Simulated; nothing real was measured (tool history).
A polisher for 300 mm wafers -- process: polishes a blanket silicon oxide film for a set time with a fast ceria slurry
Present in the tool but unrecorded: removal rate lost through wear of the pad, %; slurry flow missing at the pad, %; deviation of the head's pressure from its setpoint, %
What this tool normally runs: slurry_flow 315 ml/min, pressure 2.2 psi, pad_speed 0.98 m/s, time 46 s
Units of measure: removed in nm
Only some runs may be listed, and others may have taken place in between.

run	day	slurry_flow	pressure	pad_speed	time	wafers since the last listed run	wafers polished on this pad	hours since the slurry nozzle was cleaned	hours since the head pressure was calibrated	incoming thickness of the incoming film, nm	removed
1	0.000	315	1.8	0.98	46	0	2082	575.3	107.3	1597.5	394.2
# day 0.917: worn pad replaced by a new one
2	1.171	315	1.8	0.98	46	287	73	603.4	135.4	1608.6	388.7
3	2.429	315	1.8	0.98	46	359	432	633.6	165.6	1609.5	396.4
# day 2.604: slurry nozzle cleaned
4	3.329	315	2.2	1.16	46	245	678	17.4	187.2	1580.0	605.2
5	4.017	315	2.2	0.70	40	196	874	33.9	203.7	1574.3	315.2
6	4.721	315	2.2	0.70	40	201	1075	50.8	220.6	1589.7	311.8
7	5.254	315	2.2	0.70	40	152	1228	63.6	233.4	1602.3	318.1
8	6.317	315	2.2	0.98	46	303	1532	89.1	258.9	1588.0	502.7
9	7.683	315	2.2	0.98	46	390	1922	121.9	291.7	1572.5	505.9
# day 8.350: worn pad replaced by a new one
10	8.371	315	2.2	0.98	46	148	6	138.4	308.2	1595.5	511.0
11	9.383	315	2.2	0.98	46	289	295	162.7	332.5	1597.8	504.1
12	9.904	315	2.2	0.98	46	148	444	175.2	345.0	1586.7	503.8
13	11.292	315	2.2	0.98	46	396	840	208.5	378.3	1620.1	506.6
14	12.104	315	2.2	0.98	40	232	1073	228.0	397.8	1609.4	433.6
15	13.312	315	2.2	0.98	40	345	1418	257.0	426.8	1590.7	437.2
16	14.671	315	2.2	0.98	40	388	1806	289.6	459.4	1606.6	438.4
# day 15.458: worn pad replaced by a new one
17	15.900	360	2.2	0.98	46	303	125	319.1	488.9	1615.3	504.4
18	17.983	290	2.2	0.98	46	595	721	369.1	538.9	1590.1	487.0
19	18.583	225	1.6	0.74	56	171	892	383.5	553.3	1576.1	315.0
20	19.396	315	1.6	1.16	46	232	1124	403.0	572.8	1602.5	426.7
21	20.042	390	2.7	0.66	41	184	1309	418.5	588.3	1572.5	372.3
22	21.342	315	2.2	0.98	46	371	1681	449.7	619.5	1613.2	496.5
# day 21.721: head pressure recalibrated
23	22.083	230	2.2	1.24	46	188	1869	467.5	8.7	1567.1	586.5
24	23.212	315	2.2	0.84	37	322	2191	494.6	35.8	1595.7	333.8
# day 23.667: worn pad replaced by a new one
25	24.125	315	1.9	1.20	40	213	131	516.5	57.7	1563.9	440.1
26	25.338	315	2.2	0.76	40	346	477	545.6	86.8	1569.7	328.6
27	26.804	230	1.8	1.14	57	419	896	580.8	122.0	1603.1	535.6
28	27.512	315	2.2	0.98	46	202	1099	597.8	139.0	1586.7	484.8
# day 27.788: slurry nozzle cleaned
29	28.938	315	2.2	0.98	46	395	1494	27.6	173.2	1611.4	508.2
30	29.750	315	2.2	0.98	46	232	1726	47.1	192.7	1585.9	507.3
31	30.558	315	2.7	0.98	50	231	1957	66.5	212.1	1575.3	681.3
# day 31.400: worn pad replaced by a new one
32	31.583	375	1.9	0.88	55	245	52	91.1	236.7	1611.2	480.0
33	32.667	315	1.8	0.98	51	309	362	117.1	262.7	1608.5	460.2
34	33.512	285	1.6	0.64	51	241	604	137.4	283.0	1571.7	262.6
35	34.654	315	2.2	0.98	46	326	930	164.8	310.4	1579.1	500.4
36	35.271	315	1.4	0.98	46	176	1106	179.6	325.2	1592.3	323.6
37	36.692	315	2.2	0.98	46	406	1512	213.7	359.3	1595.9	499.9

Measured result minus the same run's result without the hidden state. Both carry the same run-to-run variation, though not necessarily the same gauge scatter:
run	removed
1	-22.1
2	-23.5
3	-25.8
4	-2.6
5	-1.7
6	-2.0
7	-2.3
8	-4.4
9	-5.6
10	-6.2
11	-7.0
12	-7.4
13	-8.7
14	-8.1
15	-9.3
16	-10.5
17	-11.6
18	-16.6
19	-14.8
20	-14.8
21	-10.9
22	-19.8
23	-34.8
24	-15.1
25	-21.3
26	-17.1
27	-43.3
28	-29.0
29	-1.1
30	-1.6
31	-2.9
32	-2.3
33	-3.4
34	-2.5
35	-5.2
36	-3.7
37	-6.9

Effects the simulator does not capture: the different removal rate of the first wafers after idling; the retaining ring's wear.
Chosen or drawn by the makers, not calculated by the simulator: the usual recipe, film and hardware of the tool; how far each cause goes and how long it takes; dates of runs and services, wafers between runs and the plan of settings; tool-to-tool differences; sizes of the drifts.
